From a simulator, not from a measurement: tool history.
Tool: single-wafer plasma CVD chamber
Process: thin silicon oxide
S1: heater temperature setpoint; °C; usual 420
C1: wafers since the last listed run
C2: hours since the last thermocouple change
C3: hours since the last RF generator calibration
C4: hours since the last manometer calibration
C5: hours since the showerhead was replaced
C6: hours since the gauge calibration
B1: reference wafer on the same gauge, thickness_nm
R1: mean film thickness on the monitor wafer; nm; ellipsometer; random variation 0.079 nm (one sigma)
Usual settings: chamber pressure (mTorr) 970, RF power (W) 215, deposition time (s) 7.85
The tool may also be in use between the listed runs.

Run 1, day 0: usual settings; C1 0; C2 2643.5; C3 996; C4 1026.8; C5 47.9; C6 104.9; B1 13.6. Result: R1 14.09 nm.
Run 2, day 0.492: usual settings; C1 362; C2 2655.3; C3 1007.8; C4 1038.6; C5 59.7; C6 116.7; B1 13.589. Result: R1 14.082 nm.
Run 3, day 0.979: usual settings but chamber pressure (mTorr) 837; C1 359; C2 2667; C3 1019.5; C4 1050.3; C5 71.4; C6 128.4; B1 13.599. Result: R1 12.805 nm.
Run 4, day 1.546: usual settings but chamber pressure (mTorr) 837; C1 417; C2 2680.6; C3 1033.1; C4 1063.9; C5 85; C6 142; B1 13.586. Result: R1 12.883 nm.
At day 2.2: capacitance manometer re-zeroed and calibrated.
Run 5, day 2.221: usual settings but chamber pressure (mTorr) 837; C1 251; C2 2696.8; C3 1049.3; C4 0.5; C5 101.2; C6 158.2; B1 13.612. Result: R1 12.462 nm.
Run 6, day 2.538: usual settings but chamber pressure (mTorr) 1108; C1 233; C2 2704.4; C3 1056.9; C4 8.1; C5 108.8; C6 165.8; B1 13.621. Result: R1 14.909 nm.
Run 7, day 3.079: usual settings; C1 399; C2 2717.4; C3 1069.9; C4 21.1; C5 121.8; C6 178.8; B1 13.6. Result: R1 13.612 nm.
Run 8, day 3.821: usual settings but S1 432 °C, deposition time (s) 6.67; C1 546; C2 2735.2; C3 1087.7; C4 38.9; C5 139.6; C6 196.6; B1 13.612. Result: R1 11.577 nm.
Run 9, day 4.229: usual settings; C1 300; C2 2745; C3 1097.5; C4 48.7; C5 149.4; C6 206.4; B1 13.593. Result: R1 13.592 nm.
Run 10, day 4.975: usual settings but chamber pressure (mTorr) 848; C1 549; C2 2762.9; C3 1115.4; C4 66.6; C5 167.3; C6 224.3; B1 13.599. Result: R1 12.527 nm.
Run 11, day 5.296: usual settings but chamber pressure (mTorr) 1040, deposition time (s) 8.53; C1 236; C2 2770.6; C3 1123.1; C4 74.3; C5 175; C6 232; B1 13.591. Result: R1 15.417 nm.
Run 12, day 5.767: usual settings but S1 431 °C, chamber pressure (mTorr) 780, RF power (W) 235, deposition time (s) 6.76; C1 346; C2 2781.9; C3 1134.4; C4 85.6; C5 186.3; C6 243.3; B1 13.608. Result: R1 10.633 nm.
At day 6.608: thermocouple changed; heater temperature recalibrated.
At day 6.912: capacitance manometer re-zeroed and calibrated, repeated, since the last time left the tool worse.
Run 13, day 7.046: usual settings; C1 473; C2 10.5; C3 1165.1; C4 3.2; C5 217; C6 274; B1 13.588. Result: R1 14.671 nm.
Run 14, day 7.433: usual settings but S1 409 °C, chamber pressure (mTorr) 905, RF power (W) 240; C1 285; C2 19.8; C3 1174.4; C4 12.5; C5 226.3; C6 283.3; B1 13.604. Result: R1 14.858 nm.
Run 15, day 8.179: usual settings but RF power (W) 245, deposition time (s) 8.27; C1 549; C2 37.7; C3 1192.3; C4 30.4; C5 244.2; C6 301.2; B1 13.589. Result: R1 16.399 nm.
Run 16, day 8.854: usual settings but S1 407 °C, chamber pressure (mTorr) 867; C1 497; C2 53.9; C3 1208.5; C4 46.6; C5 260.4; C6 317.4; B1 13.611. Result: R1 13.74 nm.
Run 17, day 9.325: usual settings but deposition time (s) 7.14; C1 346; C2 65.2; C3 1219.8; C4 57.9; C5 271.7; C6 328.7; B1 13.601. Result: R1 13.05 nm.
At day 9.771: RF generator calibrated.
At day 9.788: gauge calibrated.
Run 18, day 9.792: usual settings but RF power (W) 255; C1 98; C2 76.4; C3 0.5; C4 69.1; C5 282.9; C6 0.1; B1 13.606. Result: R1 15.637 nm.
Run 19, day 10.354: usual settings but S1 415 °C, chamber pressure (mTorr) 855; C1 414; C2 89.9; C3 14; C4 82.6; C5 296.4; C6 13.6; B1 13.587. Result: R1 13.304 nm.
Run 20, day 10.683: usual settings but S1 405 °C; C1 242; C2 97.8; C3 21.9; C4 90.5; C5 304.3; C6 21.5; B1 13.598. Result: R1 14.507 nm.
Run 21, day 11.288: usual settings; C1 445; C2 112.3; C3 36.4; C4 105; C5 318.8; C6 36; B1 13.59. Result: R1 14.379 nm.
Run 22, day 11.942: usual settings but S1 427 °C, chamber pressure (mTorr) 1165, RF power (W) 195, deposition time (s) 8.44; C1 481; C2 128; C3 52.1; C4 120.7; C5 334.5; C6 51.7; B1 13.576. Result: R1 16.14 nm.
Run 23, day 12.662: usual settings but S1 432 °C, deposition time (s) 6.67; C1 531; C2 145.3; C3 69.4; C4 138; C5 351.8; C6 69; B1 13.568. Result: R1 12.248 nm.
Run 24, day 13.183: usual settings but deposition time (s) 8.28; C1 383; C2 157.8; C3 81.9; C4 150.5; C5 364.3; C6 81.5; B1 13.609. Result: R1 15.173 nm.
Run 25, day 13.658: usual settings but S1 413 °C, chamber pressure (mTorr) 784, RF power (W) 235, deposition time (s) 8.83; C1 349; C2 169.2; C3 93.3; C4 161.9; C5 375.7; C6 92.9; B1 13.607. Result: R1 14.836 nm.
Run 26, day 14.292: usual settings but S1 413 °C, RF power (W) 185; C1 466; C2 184.4; C3 108.5; C4 177.1; C5 390.9; C6 108.1; B1 13.592. Result: R1 13.123 nm.
Run 27, day 15.929: usual settings but RF power (W) 190, deposition time (s) 8.95; C1 1206; C2 223.7; C3 147.8; C4 216.4; C5 430.2; C6 147.4; B1 13.589. Result: R1 15.246 nm.
Run 28, day 16.379: usual settings but chamber pressure (mTorr) 776; C1 331; C2 234.5; C3 158.6; C4 227.2; C5 441; C6 158.2; B1 13.566. Result: R1 12.494 nm.

Forecast each of these 5 alternatives for the next run:
Run A, day 16.396: usual settings but chamber pressure (mTorr) 1053; C1 12; C2 234.9; C3 159; C4 227.6; C5 441.4; C6 158.6; B1 ?. Result: R1 ?.
Run B, day 16.396: usual settings but S1 406 °C; C1 12; C2 234.9; C3 159; C4 227.6; C5 441.4; C6 158.6; B1 ?. Result: R1 ?.
Run C, day 16.396: usual settings but S1 434 °C, chamber pressure (mTorr) 1175; C1 12; C2 234.9; C3 159; C4 227.6; C5 441.4; C6 158.6; B1 ?. Result: R1 ?.
Run D, day 16.396: usual settings but chamber pressure (mTorr) 854; C1 12; C2 234.9; C3 159; C4 227.6; C5 441.4; C6 158.6; B1 ?. Result: R1 ?.
Run E, day 16.396: usual settings but S1 430 °C, chamber pressure (mTorr) 809, RF power (W) 240, deposition time (s) 7.26; C1 12; C2 234.9; C3 159; C4 227.6; C5 441.4; C6 158.6; B1 ?. Result: R1 ?.

run      B1      R1
  A  13.602  14.896
  B  13.602  14.354
  C  13.602  15.631
  D  13.602  13.162
  E  13.602  12.379
Without the tool's hidden state the same runs would have given:
run      R1
  A  15.064
  B   14.56
  C  15.807
  D  13.351
  E  12.556
